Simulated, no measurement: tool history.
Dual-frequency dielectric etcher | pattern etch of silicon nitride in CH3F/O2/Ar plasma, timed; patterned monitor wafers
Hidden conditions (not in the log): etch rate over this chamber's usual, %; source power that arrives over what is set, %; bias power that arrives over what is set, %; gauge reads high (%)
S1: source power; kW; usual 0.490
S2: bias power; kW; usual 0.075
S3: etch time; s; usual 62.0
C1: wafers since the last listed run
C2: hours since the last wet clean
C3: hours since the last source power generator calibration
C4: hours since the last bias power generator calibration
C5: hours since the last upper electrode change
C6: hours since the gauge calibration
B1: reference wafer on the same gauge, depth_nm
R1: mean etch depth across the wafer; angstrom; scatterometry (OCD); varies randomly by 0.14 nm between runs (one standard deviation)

run     day     S1     S2    S3    C1     C2      C3      C4      C5      C6     B1     R1
  1   0.000  0.430  0.075  56.5     0  235.0  1705.8  4015.8  3756.7   453.6  43.76  425.5
  2   2.712  0.490  0.075  62.0  1032  300.1  1770.9  4080.9  3821.8   518.7  43.68  501.5
  3   5.554  0.490  0.075  62.0  1081  368.3  1839.1  4149.1  3890.0   586.9  43.76  502.6
  4   8.192  0.580  0.075  53.5  1003  431.6  1902.4  4212.4  3953.3   650.2  43.75  475.4
  5  10.233  0.580  0.075  53.5   777  480.6  1951.4  4261.4  4002.3   699.2  43.68  472.9
  6  11.762  0.580  0.075  53.5   582  517.3  1988.1  4298.1  4039.0   735.9  43.70  474.1
  7  12.771  0.490  0.075  62.0   383  541.5  2012.3  4322.3  4063.2   760.1  43.67  503.3
  8  14.550  0.490  0.075  75.5   677  584.2  2055.0  4365.0  4105.9   802.8  43.70  610.9
     17.479  -- wet clean of the chamber
  9  17.500  0.490  0.075  62.0   742    0.5  2125.8  4435.8  4176.7   873.6  43.70  504.6
 10  18.262  0.490  0.075  62.0   290   18.8  2144.1  4454.1  4195.0   891.9  43.76  502.3
     20.946  -- upper electrode replaced
 11  20.967  0.490  0.075  71.5   648   83.7  2209.0  4519.0     0.5   956.8  43.68  582.7
 12  22.212  0.490  0.075  71.5   474  113.6  2238.9  4548.9    30.4   986.7  43.68  581.0
     23.650  -- bias power generator calibrated
 13  24.679  0.450  0.062  62.0   875  172.8  2298.1    24.7    89.6  1045.9  43.73  455.8
 14  27.362  0.450  0.062  62.0  1021  237.2  2362.5    89.1   154.0  1110.3  43.77  456.7
     31.250  -- gauge calibrated
 15  34.492  0.380  0.090  62.0  2713  408.3  2533.6   260.2   325.1    77.8  43.69  458.5
     35.483  -- source power generator calibrated
 16  36.450  0.610  0.061  62.0   682  455.3    23.2   307.2   372.1   124.8  43.70  542.7
 17  38.242  0.600  0.075  62.0   682  498.3    66.2   350.2   415.1   167.8  43.68  567.5
 18  39.262  0.490  0.075  62.0   388  522.8    90.7   374.7   439.6   192.3  43.73  510.5
 19  40.992  0.580  0.083  62.0   658  564.3   132.2   416.2   481.1   233.8  43.72  574.8
 20  42.071  0.490  0.075  62.0   410  590.2   158.1   442.1   507.0   259.7  43.70  513.0
     43.229  -- wet clean of the chamber
 21  43.829  0.560  0.082  62.0   288   14.4   200.3   484.3   549.2   301.9  43.76  564.8
 22  45.492  0.450  0.075  77.5   632   54.3   240.2   524.2   589.1   341.8  43.70  610.5
     49.783  -- source power generator calibrated, repeated, since the last time left the tool worse
 23  52.088  0.590  0.075  62.0  2447  212.6    55.3   682.5   747.4   500.1  43.72  546.2
 24  54.188  0.450  0.070  56.0   799  263.0   105.7   732.9   797.8   550.5  43.63  416.5
 25  56.933  0.490  0.075  62.0  1045  328.9   171.6   798.8   863.7   616.4  43.65  494.1
 26  59.125  0.560  0.075  62.0   834  381.5   224.2   851.4   916.3   669.0  43.71  530.2
 27  60.150  0.490  0.088  62.0   390  406.1   248.8   876.0   940.9   693.6  43.66  517.2
 28  63.038  0.420  0.063  62.0  1099  475.4   318.1   945.3  1010.2   762.9  43.74  435.4

What differs in the tool's unlogged condition from the final listed run ahead of each entry between runs to the first listed run following it?
Between runs 8 and 9: wet clean of the chamber (day 17.479)
  source power that arrives over what is set, %: 2.87 -> 2.97
  difference, measured minus the result without the unlogged condition, R1: +9.4 -> +8.0 angstrom
Between runs 10 and 11: upper electrode replaced (day 20.946)
  source power that arrives over what is set, %: 3 -> 3.09
  difference, measured minus the result without the unlogged condition, R1: +8.1 -> +9.7 angstrom
Between runs 12 and 13: bias power generator calibrated (day 23.650)
  source power that arrives over what is set, %: 3.13 -> 3.21
  difference, measured minus the result without the unlogged condition, R1: +9.8 -> +7.9 angstrom
Between runs 14 and 15: gauge calibrated (day 31.250)
  source power that arrives over what is set, %: 3.3 -> 3.54
  difference, measured minus the result without the unlogged condition, R1: +8.1 -> +8.5 angstrom
Between runs 15 and 16: source power generator calibrated (day 35.483)
  source power that arrives over what is set, %: 3.54 -> 6.06
  difference, measured minus the result without the unlogged condition, R1: +8.5 -> +17.5 angstrom
Between runs 20 and 21: wet clean of the chamber (day 43.229)
  source power that arrives over what is set, %: 6.25 -> 6.31
  difference, measured minus the result without the unlogged condition, R1: +16.7 -> +18.6 angstrom
Between runs 22 and 23: source power generator calibrated, repeated, since the last time left the tool worse (day 49.783)
  source power that arrives over what is set, %: 6.37 -> 0.0892
  difference, measured minus the result without the unlogged condition, R1: +20.2 -> +0.2 angstrom
